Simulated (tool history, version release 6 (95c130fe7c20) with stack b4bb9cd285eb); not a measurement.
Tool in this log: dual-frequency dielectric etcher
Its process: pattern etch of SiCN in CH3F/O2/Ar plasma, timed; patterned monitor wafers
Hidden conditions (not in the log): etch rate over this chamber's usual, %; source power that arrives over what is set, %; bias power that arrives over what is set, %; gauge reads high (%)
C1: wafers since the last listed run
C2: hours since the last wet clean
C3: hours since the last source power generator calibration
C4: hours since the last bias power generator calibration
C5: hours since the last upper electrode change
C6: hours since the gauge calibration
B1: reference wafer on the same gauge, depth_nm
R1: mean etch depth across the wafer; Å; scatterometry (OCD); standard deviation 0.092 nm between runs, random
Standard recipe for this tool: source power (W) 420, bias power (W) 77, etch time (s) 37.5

{"run": 1, "hour": 0.0, "source power (W)": 420, "bias power (W)": 63, "etch time (s)": 37.5, "C1": 0, "C2": 275, "C3": 666.8, "C4": 3139.1, "C5": 2268.7, "C6": 899.4, "B1": 18.28, "R1": 159.3}
{"hour": 46.9, "done": "wet clean of the chamber"}
{"run": 2, "hour": 47.4, "source power (W)": 450, "bias power (W)": 77, "etch time (s)": 37.5, "C1": 285, "C2": 0.5, "C3": 714.2, "C4": 3186.5, "C5": 2316.1, "C6": 946.8, "B1": 18.3, "R1": 165.8}
{"run": 3, "hour": 84.4, "source power (W)": 420, "bias power (W)": 85, "etch time (s)": 37.5, "C1": 452, "C2": 37.5, "C3": 751.2, "C4": 3223.5, "C5": 2353.1, "C6": 983.8, "B1": 18.29, "R1": 164.5}
{"run": 4, "hour": 265.2, "source power (W)": 420, "bias power (W)": 85, "etch time (s)": 37.5, "C1": 2209, "C2": 218.3, "C3": 932, "C4": 3404.3, "C5": 2533.9, "C6": 1164.6, "B1": 18.3, "R1": 169.9}
{"run": 5, "hour": 333.7, "source power (W)": 420, "bias power (W)": 85, "etch time (s)": 37.5, "C1": 837, "C2": 286.8, "C3": 1000.5, "C4": 3472.8, "C5": 2602.4, "C6": 1233.1, "B1": 18.32, "R1": 171.6}
{"hour": 371.0, "done": "wet clean of the chamber"}
{"run": 6, "hour": 371.5, "source power (W)": 420, "bias power (W)": 77, "etch time (s)": 37.5, "C1": 168, "C2": 0.5, "C3": 1038.3, "C4": 3510.6, "C5": 2640.2, "C6": 1270.9, "B1": 18.3, "R1": 158.1}
{"run": 7, "hour": 389.2, "source power (W)": 420, "bias power (W)": 77, "etch time (s)": 37.5, "C1": 216, "C2": 18.2, "C3": 1056, "C4": 3528.3, "C5": 2657.9, "C6": 1288.6, "B1": 18.29, "R1": 157.8}
{"run": 8, "hour": 444.5, "source power (W)": 420, "bias power (W)": 77, "etch time (s)": 37.5, "C1": 675, "C2": 73.5, "C3": 1111.3, "C4": 3583.6, "C5": 2713.2, "C6": 1343.9, "B1": 18.31, "R1": 160}
{"run": 9, "hour": 498.8, "source power (W)": 420, "bias power (W)": 77, "etch time (s)": 37.5, "C1": 663, "C2": 127.8, "C3": 1165.6, "C4": 3637.9, "C5": 2767.5, "C6": 1398.2, "B1": 18.32, "R1": 161.8}
{"hour": 536.2, "done": "gauge calibrated"}
{"run": 10, "hour": 566.4, "source power (W)": 420, "bias power (W)": 77, "etch time (s)": 37.5, "C1": 826, "C2": 195.4, "C3": 1233.2, "C4": 3705.5, "C5": 2835.1, "C6": 30.2, "B1": 18.32, "R1": 162.7}
{"run": 11, "hour": 612.9, "source power (W)": 420, "bias power (W)": 77, "etch time (s)": 37.5, "C1": 568, "C2": 241.9, "C3": 1279.7, "C4": 3752, "C5": 2881.6, "C6": 76.7, "B1": 18.33, "R1": 165.1}
{"run": 12, "hour": 647.2, "source power (W)": 420, "bias power (W)": 67, "etch time (s)": 42.5, "C1": 419, "C2": 276.2, "C3": 1314, "C4": 3786.3, "C5": 2915.9, "C6": 111, "B1": 18.31, "R1": 181.1}
{"hour": 676.8, "done": "source power generator calibrated"}
{"hour": 695.2, "done": "wet clean of the chamber"}
{"run": 13, "hour": 695.7, "source power (W)": 340, "bias power (W)": 63, "etch time (s)": 28, "C1": 319, "C2": 0.5, "C3": 18.9, "C4": 3834.8, "C5": 2964.4, "C6": 159.5, "B1": 18.3, "R1": 101.6}
{"run": 14, "hour": 723.8, "source power (W)": 510, "bias power (W)": 63, "etch time (s)": 34.5, "C1": 343, "C2": 28.6, "C3": 47, "C4": 3862.9, "C5": 2992.5, "C6": 187.6, "B1": 18.29, "R1": 153.9}
{"run": 15, "hour": 771.2, "source power (W)": 510, "bias power (W)": 83, "etch time (s)": 45, "C1": 579, "C2": 76, "C3": 94.4, "C4": 3910.3, "C5": 3039.9, "C6": 235, "B1": 18.33, "R1": 214.8}
{"hour": 832.2, "done": "upper electrode replaced"}
{"run": 16, "hour": 832.7, "source power (W)": 420, "bias power (W)": 70, "etch time (s)": 43, "C1": 458, "C2": 137.5, "C3": 155.9, "C4": 3971.8, "C5": 0.5, "C6": 296.5, "B1": 18.29, "R1": 182.8}
{"run": 17, "hour": 852.3, "source power (W)": 420, "bias power (W)": 88, "etch time (s)": 40.5, "C1": 239, "C2": 157.1, "C3": 175.5, "C4": 3991.4, "C5": 20.1, "C6": 316.1, "B1": 18.28, "R1": 182}
{"run": 18, "hour": 879.3, "source power (W)": 380, "bias power (W)": 93, "etch time (s)": 34, "C1": 329, "C2": 184.1, "C3": 202.5, "C4": 4018.4, "C5": 47.1, "C6": 343.1, "B1": 18.29, "R1": 145.7}
{"run": 19, "hour": 923.4, "source power (W)": 370, "bias power (W)": 77, "etch time (s)": 37.5, "C1": 538, "C2": 228.2, "C3": 246.6, "C4": 4062.5, "C5": 91.2, "C6": 387.2, "B1": 18.27, "R1": 153}
{"run": 20, "hour": 948.1, "source power (W)": 370, "bias power (W)": 77, "etch time (s)": 37.5, "C1": 301, "C2": 252.9, "C3": 271.3, "C4": 4087.2, "C5": 115.9, "C6": 411.9, "B1": 18.33, "R1": 154.2}
{"hour": 1014.8, "done": "wet clean of the chamber"}
{"run": 21, "hour": 1015.3, "source power (W)": 350, "bias power (W)": 68, "etch time (s)": 27, "C1": 527, "C2": 0.5, "C3": 338.5, "C4": 4154.4, "C5": 183.1, "C6": 479.1, "B1": 18.3, "R1": 101.6}
{"run": 22, "hour": 1026.0, "source power (W)": 360, "bias power (W)": 71, "etch time (s)": 47, "C1": 130, "C2": 11.2, "C3": 349.2, "C4": 4165.1, "C5": 193.8, "C6": 489.8, "B1": 18.31, "R1": 179.9}
{"hour": 1067.4, "done": "bias power generator calibrated"}
{"run": 23, "hour": 1091.6, "source power (W)": 520, "bias power (W)": 71, "etch time (s)": 37.5, "C1": 752, "C2": 76.8, "C3": 414.8, "C4": 24.2, "C5": 259.4, "C6": 555.4, "B1": 18.27, "R1": 176.9}
{"run": 24, "hour": 1223.8, "source power (W)": 420, "bias power (W)": 93, "etch time (s)": 37.5, "C1": 1615, "C2": 209, "C3": 547, "C4": 156.4, "C5": 391.6, "C6": 687.6, "B1": 18.32, "R1": 172.1}
{"run": 25, "hour": 1292.0, "source power (W)": 420, "bias power (W)": 88, "etch time (s)": 37.5, "C1": 833, "C2": 277.2, "C3": 615.2, "C4": 224.6, "C5": 459.8, "C6": 755.8, "B1": 18.29, "R1": 171.8}
{"run": 26, "hour": 1324.1, "source power (W)": 420, "bias power (W)": 87, "etch time (s)": 42, "C1": 392, "C2": 309.3, "C3": 647.3, "C4": 256.7, "C5": 491.9, "C6": 787.9, "B1": 18.29, "R1": 194.6}
{"hour": 1361.4, "done": "wet clean of the chamber"}
{"run": 27, "hour": 1361.9, "source power (W)": 420, "bias power (W)": 77, "etch time (s)": 37.5, "C1": 168, "C2": 0.5, "C3": 685.1, "C4": 294.5, "C5": 529.7, "C6": 825.7, "B1": 18.3, "R1": 156.5}
{"run": 28, "hour": 1428.5, "source power (W)": 510, "bias power (W)": 83, "etch time (s)": 45, "C1": 813, "C2": 67.1, "C3": 751.7, "C4": 361.1, "C5": 596.3, "C6": 892.3, "B1": 18.28, "R1": 216.5}
{"run": 29, "hour": 1462.6, "source power (W)": 510, "bias power (W)": 92, "etch time (s)": 48, "C1": 416, "C2": 101.2, "C3": 785.8, "C4": 395.2, "C5": 630.4, "C6": 926.4, "B1": 18.28, "R1": 237.8}

Across each entry between runs, compare the hidden state at the last listed run before it with the hidden state at the first listed run after it:
Run 1 -> run 2: wet clean of the chamber (hour 46.9)
  etch rate over this chamber's usual, %: 4.31 -> 0.641
  measured minus no-state result, R1: +6.6 -> +1 Å
Run 5 -> run 6: wet clean of the chamber (hour 371)
  etch rate over this chamber's usual, %: 4.58 -> -0.0477
  measured minus no-state result, R1: +7.5 -> -0.1 Å
Run 9 -> run 10: gauge calibrated (hour 536.2)
  etch rate over this chamber's usual, %: 1.7 -> 2.63
  measured minus no-state result, R1: +2.7 -> +4.1 Å
Run 12 -> run 13: source power generator calibrated (hour 676.8); wet clean of the chamber (hour 695.2)
  etch rate over this chamber's usual, %: 3.75 -> -0.04
  measured minus no-state result, R1: +6.5 -> +0 Å
Run 15 -> run 16: upper electrode replaced (hour 832.2)
  etch rate over this chamber's usual, %: 0.999 -> 1.84
  measured minus no-state result, R1: +2.1 -> +3.3 Å
Run 20 -> run 21: wet clean of the chamber (hour 1014.8)
  etch rate over this chamber's usual, %: 3.43 -> 0.16
  measured minus no-state result, R1: +5.2 -> +0.2 Å
Run 22 -> run 23: bias power generator calibrated (hour 1067.4)
  etch rate over this chamber's usual, %: 0.307 -> 1.21
  measured minus no-state result, R1: +0.5 -> +2.1 Å
Run 26 -> run 27: wet clean of the chamber (hour 1361.4)
  etch rate over this chamber's usual, %: 4.41 -> -0.76
  measured minus no-state result, R1: +8.2 -> -1.2 Å

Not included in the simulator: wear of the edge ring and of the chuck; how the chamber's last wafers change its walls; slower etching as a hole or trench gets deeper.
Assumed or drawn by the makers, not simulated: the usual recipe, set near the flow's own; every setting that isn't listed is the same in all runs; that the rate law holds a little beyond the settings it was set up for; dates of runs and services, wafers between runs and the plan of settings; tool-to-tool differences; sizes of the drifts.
